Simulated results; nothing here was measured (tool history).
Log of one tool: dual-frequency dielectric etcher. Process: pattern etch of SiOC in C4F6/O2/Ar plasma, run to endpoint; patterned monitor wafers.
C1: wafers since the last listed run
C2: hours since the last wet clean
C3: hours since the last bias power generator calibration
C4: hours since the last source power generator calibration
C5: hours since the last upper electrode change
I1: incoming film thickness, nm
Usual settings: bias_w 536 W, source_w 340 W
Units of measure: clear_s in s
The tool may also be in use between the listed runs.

run 1 hour=0.0 | bias_w=508 source_w=340 | C1=0 C2=323.1 C3=3801.0 C4=2291.2 C5=3942.4 | I1=42.44 | clear_s=13.9
run 2 hour=6.1 | bias_w=536 source_w=310 | C1=130 C2=329.2 C3=3807.1 C4=2297.3 C5=3948.5 | I1=42.39 | clear_s=14.5
run 3 hour=15.9 | bias_w=536 source_w=340 | C1=209 C2=339.0 C3=3816.9 C4=2307.1 C5=3958.3 | I1=42.61 | clear_s=14.0
run 4 hour=31.6 | bias_w=536 source_w=340 | C1=336 C2=354.7 C3=3832.6 C4=2322.8 C5=3974.0 | I1=42.06 | clear_s=13.8
run 5 hour=38.9 | bias_w=536 source_w=340 | C1=156 C2=362.0 C3=3839.9 C4=2330.1 C5=3981.3 | I1=42.11 | clear_s=13.8
run 6 hour=46.6 | bias_w=536 source_w=360 | C1=164 C2=369.7 C3=3847.6 C4=2337.8 C5=3989.0 | I1=42.20 | clear_s=13.4
run 7 hour=53.0 | bias_w=438 source_w=340 | C1=137 C2=376.1 C3=3854.0 C4=2344.2 C5=3995.4 | I1=42.59 | clear_s=14.3
run 8 hour=68.0 | bias_w=438 source_w=340 | C1=321 C2=391.1 C3=3869.0 C4=2359.2 C5=4010.4 | I1=42.39 | clear_s=14.3
run 9 hour=78.3 | bias_w=438 source_w=340 | C1=220 C2=401.4 C3=3879.3 C4=2369.5 C5=4020.7 | I1=42.30 | clear_s=14.2
run 10 hour=85.3 | bias_w=536 source_w=340 | C1=149 C2=408.4 C3=3886.3 C4=2376.5 C5=4027.7 | I1=42.19 | clear_s=13.6
run 11 hour=103.3 | bias_w=572 source_w=370 | C1=385 C2=426.4 C3=3904.3 C4=2394.5 C5=4045.7 | I1=41.39 | clear_s=12.6
run 12 hour=116.3 | bias_w=536 source_w=340 | C1=278 C2=439.4 C3=3917.3 C4=2407.5 C5=4058.7 | I1=42.52 | clear_s=13.6
run 13 hour=130.0 | bias_w=663 source_w=370 | C1=293 C2=453.1 C3=3931.0 C4=2421.2 C5=4072.4 | I1=42.48 | clear_s=12.6
-- hour=137.0 source power generator calibrated
run 14 hour=143.1 | bias_w=454 source_w=410 | C1=194 C2=466.2 C3=3944.1 C4=6.1 C5=4085.5 | I1=42.36 | clear_s=13.2
run 15 hour=153.4 | bias_w=417 source_w=400 | C1=220 C2=476.5 C3=3954.4 C4=16.4 C5=4095.8 | I1=42.47 | clear_s=13.4
run 16 hour=169.4 | bias_w=536 source_w=300 | C1=342 C2=492.5 C3=3970.4 C4=32.4 C5=4111.8 | I1=42.71 | clear_s=14.5
run 17 hour=180.7 | bias_w=627 source_w=370 | C1=241 C2=503.8 C3=3981.7 C4=43.7 C5=4123.1 | I1=42.58 | clear_s=12.6
run 18 hour=191.1 | bias_w=536 source_w=340 | C1=222 C2=514.2 C3=3992.1 C4=54.1 C5=4133.5 | I1=41.91 | clear_s=13.4
run 19 hour=199.1 | bias_w=536 source_w=340 | C1=171 C2=522.2 C3=4000.1 C4=62.1 C5=4141.5 | I1=42.30 | clear_s=13.6
-- hour=220.6 bias power generator calibrated
-- hour=226.5 wet clean of the chamber
run 20 hour=227.0 | bias_w=590 source_w=310 | C1=385 C2=0.5 C3=6.4 C4=90.0 C5=4169.4 | I1=42.32 | clear_s=14.1
run 21 hour=227.3 | bias_w=536 source_w=340 | C1=6 C2=0.8 C3=6.7 C4=90.3 C5=4169.7 | I1=42.16 | clear_s=13.9
run 22 hour=236.2 | bias_w=645 source_w=290 | C1=190 C2=9.7 C3=15.6 C4=99.2 C5=4178.6 | I1=42.40 | clear_s=14.4
-- hour=267.0 upper electrode replaced
run 23 hour=267.5 | bias_w=625 source_w=390 | C1=156 C2=41.0 C3=46.9 C4=130.5 C5=0.5 | I1=42.17 | clear_s=12.7
run 24 hour=267.8 | bias_w=536 source_w=340 | C1=6 C2=41.3 C3=47.2 C4=130.8 C5=0.8 | I1=42.05 | clear_s=13.8
run 25 hour=268.2 | bias_w=443 source_w=340 | C1=8 C2=41.7 C3=47.6 C4=131.2 C5=1.2 | I1=42.28 | clear_s=14.6
run 26 hour=277.4 | bias_w=578 source_w=280 | C1=196 C2=50.9 C3=56.8 C4=140.4 C5=10.4 | I1=42.38 | clear_s=14.8
run 27 hour=289.1 | bias_w=445 source_w=340 | C1=250 C2=62.6 C3=68.5 C4=152.1 C5=22.1 | I1=42.14 | clear_s=14.6
run 28 hour=302.9 | bias_w=536 source_w=390 | C1=295 C2=76.4 C3=82.3 C4=165.9 C5=35.9 | I1=42.11 | clear_s=13.2
run 29 hour=317.3 | bias_w=465 source_w=340 | C1=308 C2=90.8 C3=96.7 C4=180.3 C5=50.3 | I1=42.11 | clear_s=14.3
run 30 hour=332.4 | bias_w=475 source_w=340 | C1=323 C2=105.9 C3=111.8 C4=195.4 C5=65.4 | I1=42.69 | clear_s=14.4
run 31 hour=346.1 | bias_w=536 source_w=340 | C1=293 C2=119.6 C3=125.5 C4=209.1 C5=79.1 | I1=42.68 | clear_s=13.8
run 32 hour=362.5 | bias_w=640 source_w=390 | C1=351 C2=136.0 C3=141.9 C4=225.5 C5=95.5 | I1=42.12 | clear_s=12.4

What will run 33 give?
run 33 hour=372.1 | bias_w=536 source_w=370 | C1=205 C2=145.6 C3=151.5 C4=235.1 C5=105.1 | I1=41.80 | clear_s=?

clear_s: 13.0 s
Without the tool's hidden state the same run would have given clear_s 13.2 s.
